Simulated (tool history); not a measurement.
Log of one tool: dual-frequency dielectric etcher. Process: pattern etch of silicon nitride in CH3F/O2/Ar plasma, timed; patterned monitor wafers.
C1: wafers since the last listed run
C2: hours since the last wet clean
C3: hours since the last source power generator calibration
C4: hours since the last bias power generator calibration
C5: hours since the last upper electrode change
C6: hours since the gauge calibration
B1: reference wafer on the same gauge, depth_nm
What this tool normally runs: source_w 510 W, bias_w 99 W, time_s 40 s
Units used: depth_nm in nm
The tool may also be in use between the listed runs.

run 1 day=0 | source_w=510 bias_w=99 time_s=40 | C1=0 C2=470.8 C3=1277.6 C4=2991.2 C5=3678 C6=23.2 | B1=31.08 | depth_nm=33.43
run 2 day=1.704 | source_w=510 bias_w=99 time_s=40 | C1=596 C2=511.7 C3=1318.5 C4=3032.1 C5=3718.9 C6=64.1 | B1=31.07 | depth_nm=33.63
-- day=3.725 wet clean of the chamber
run 3 day=4.096 | source_w=510 bias_w=99 time_s=40 | C1=486 C2=8.9 C3=1375.9 C4=3089.5 C5=3776.3 C6=121.5 | B1=31.1 | depth_nm=33.74
run 4 day=5.646 | source_w=510 bias_w=99 time_s=40 | C1=542 C2=46.1 C3=1413.1 C4=3126.7 C5=3813.5 C6=158.7 | B1=31.08 | depth_nm=33.7
run 5 day=8.238 | source_w=510 bias_w=99 time_s=40 | C1=906 C2=108.3 C3=1475.3 C4=3188.9 C5=3875.7 C6=220.9 | B1=31.12 | depth_nm=33.68
run 6 day=11.092 | source_w=510 bias_w=99 time_s=40 | C1=998 C2=176.8 C3=1543.8 C4=3257.4 C5=3944.2 C6=289.4 | B1=31.13 | depth_nm=33.65
run 7 day=12.825 | source_w=510 bias_w=99 time_s=40 | C1=606 C2=218.4 C3=1585.4 C4=3299 C5=3985.8 C6=331 | B1=31.1 | depth_nm=33.67
run 8 day=14.492 | source_w=510 bias_w=99 time_s=40 | C1=583 C2=258.4 C3=1625.4 C4=3339 C5=4025.8 C6=371 | B1=31.08 | depth_nm=33.64
-- day=15.754 source power generator calibrated
run 9 day=16.071 | source_w=510 bias_w=99 time_s=40 | C1=494 C2=296.3 C3=7.6 C4=3376.9 C5=4063.7 C6=408.9 | B1=31.11 | depth_nm=34.25
run 10 day=18.254 | source_w=510 bias_w=99 time_s=40 | C1=763 C2=348.7 C3=60 C4=3429.3 C5=4116.1 C6=461.3 | B1=31.08 | depth_nm=34.27
run 11 day=25.608 | source_w=510 bias_w=99 time_s=40 | C1=2572 C2=525.2 C3=236.5 C4=3605.8 C5=4292.6 C6=637.8 | B1=31.08 | depth_nm=33.79
-- day=28.133 upper electrode replaced
run 12 day=28.154 | source_w=570 bias_w=90 time_s=40 | C1=540 C2=586.3 C3=297.6 C4=3666.9 C5=0.5 C6=698.9 | B1=31.1 | depth_nm=34.57
-- day=29.204 bias power generator calibrated
run 13 day=29.308 | source_w=510 bias_w=99 time_s=43 | C1=345 C2=614 C3=325.3 C4=2.5 C5=28.2 C6=726.6 | B1=31.09 | depth_nm=36.3
-- day=30.783 wet clean of the chamber
-- day=31.508 gauge calibrated
run 14 day=32.004 | source_w=400 bias_w=77 time_s=30 | C1=593 C2=29.3 C3=390 C4=67.2 C5=92.9 C6=11.9 | B1=31.11 | depth_nm=22.57
run 15 day=33.871 | source_w=510 bias_w=117 time_s=48 | C1=653 C2=74.1 C3=434.8 C4=112 C5=137.7 C6=56.7 | B1=31.09 | depth_nm=42.11
run 16 day=35.412 | source_w=380 bias_w=99 time_s=50.5 | C1=539 C2=111.1 C3=471.8 C4=149 C5=174.7 C6=93.7 | B1=31.1 | depth_nm=38.89
run 17 day=37.438 | source_w=430 bias_w=82 time_s=48.5 | C1=708 C2=159.7 C3=520.4 C4=197.6 C5=223.3 C6=142.3 | B1=31.09 | depth_nm=37.55
run 18 day=39.833 | source_w=510 bias_w=99 time_s=40 | C1=838 C2=217.2 C3=577.9 C4=255.1 C5=280.8 C6=199.8 | B1=31.11 | depth_nm=33.93
run 19 day=41.196 | source_w=380 bias_w=99 time_s=45.5 | C1=476 C2=249.9 C3=610.6 C4=287.8 C5=313.5 C6=232.5 | B1=31.1 | depth_nm=35.08

Each row is a separate what-if for the run after 19, all from the same tool condition, not one after another. Results?
run A day=41.212 | source_w=510 bias_w=99 time_s=40 | C1=5 C2=250.3 C3=611 C4=288.2 C5=313.9 C6=232.9 | B1=? | depth_nm=?
run B day=41.212 | source_w=630 bias_w=107 time_s=30.5 | C1=5 C2=250.3 C3=611 C4=288.2 C5=313.9 C6=232.9 | B1=? | depth_nm=?
run C day=41.212 | source_w=630 bias_w=82 time_s=51 | C1=5 C2=250.3 C3=611 C4=288.2 C5=313.9 C6=232.9 | B1=? | depth_nm=?

run=A B1=31.09 depth_nm=33.89
run=B B1=31.09 depth_nm=28.19
run=C B1=31.09 depth_nm=45.03
Without the tool's hidden state the same runs would have given:
run=A depth_nm=34.4
run=B depth_nm=28.61
run=C depth_nm=45.71
